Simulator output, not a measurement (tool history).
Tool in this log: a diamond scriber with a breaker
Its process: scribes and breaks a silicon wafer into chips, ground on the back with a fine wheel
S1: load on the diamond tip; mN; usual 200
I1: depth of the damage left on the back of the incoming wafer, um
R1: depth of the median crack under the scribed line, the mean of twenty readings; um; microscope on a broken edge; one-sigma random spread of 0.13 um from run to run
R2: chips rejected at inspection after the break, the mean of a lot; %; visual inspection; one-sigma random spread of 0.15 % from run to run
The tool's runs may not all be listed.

run      day   S1    I1    R1    R2
  1    0.000  175  2.52  7.42  4.64
  2    4.112  200  1.76  8.02  1.86
  3    6.979  200  1.85  7.92  2.02
  4   10.788  200  2.75  7.74  4.19
  5   15.129  200  1.67  8.02  1.61
  6   20.321  200  1.56  7.80  1.51
  7   23.321  239  1.91  8.51  2.66
  8   25.712  239  2.29  8.81  3.45
  9   28.217  200  1.79  7.88  1.74
 10   32.596  200  1.54  7.86  1.50
      32.962  -- diamond tip replaced by a new one
 11   34.371  200  2.81  7.82  5.12
 12   37.729  163  1.90  6.90  3.58
 13   40.767  163  2.44  6.99  5.85
 14   44.275  163  2.96  6.81  7.83
 15   56.517  179  2.30  7.30  4.54
 16   60.696  200  2.41  7.38  3.80
 17   66.867  200  2.60  7.50  4.09
 18   69.588  187  1.97  7.31  3.19
      69.729  -- load on the tip recalibrated
 19   72.033  216  2.08  7.64  3.15
      75.833  -- diamond tip replaced by a new one
 20   81.733  182  2.32  7.12  5.96
 21   94.138  183  2.14  6.86  5.81
      96.950  -- load on the tip recalibrated, repeated, since the last time left the tool worse
 22   97.446  247  2.14  8.71  3.21
 23  110.288  229  2.75  8.44  4.24
 24  114.742  150  2.78  6.76  8.10
     116.421  -- diamond tip replaced by a new one
 25  118.488  248  1.70  8.76  2.56
 26  122.700  237  2.10  8.64  2.92
 27  125.725  155  2.02  6.86  4.68
 28  129.992  241  2.11  8.60  2.82
 29  133.846  227  1.61  8.27  1.81
 30  135.808  235  2.18  8.43  2.65
 31  146.771  250  2.91  8.59  5.18
 32  158.450  200  2.50  7.59  4.20
     160.325  -- diamond tip replaced by a new one
     166.829  -- load on the tip recalibrated
 33  168.221  223  2.99  8.44  5.05
 34  170.188  200  2.06  8.12  2.22
 35  174.317  240  3.00  8.54  5.01
 36  177.196  200  1.55  7.89  1.50
 37  179.488  230  1.89  8.75  2.45
 38  181.000  145  2.79  6.75  8.74
 39  182.883  220  2.79  8.36  4.13
 40  187.217  176  2.04  7.39  2.92
 41  189.329  222  2.11  8.32  2.60
 42  193.283  200  2.14  8.07  2.43

3 options for the next run, each taken on its own from the tool as it stands now. Forecast them:
  A  193.308  200  2.72   ?   ?
  B  193.308  159  2.72   ?   ?
  C  193.308  169  2.72   ?   ?

run    R1    R2
  A  7.90  4.00
  B  7.08  6.32
  C  7.28  5.48
Take away the tool's hidden state, keep each run's random variation, and the runs would have read:
run    R1    R2
  A  7.94  3.95
  B  7.11  6.17
  C  7.32  5.36
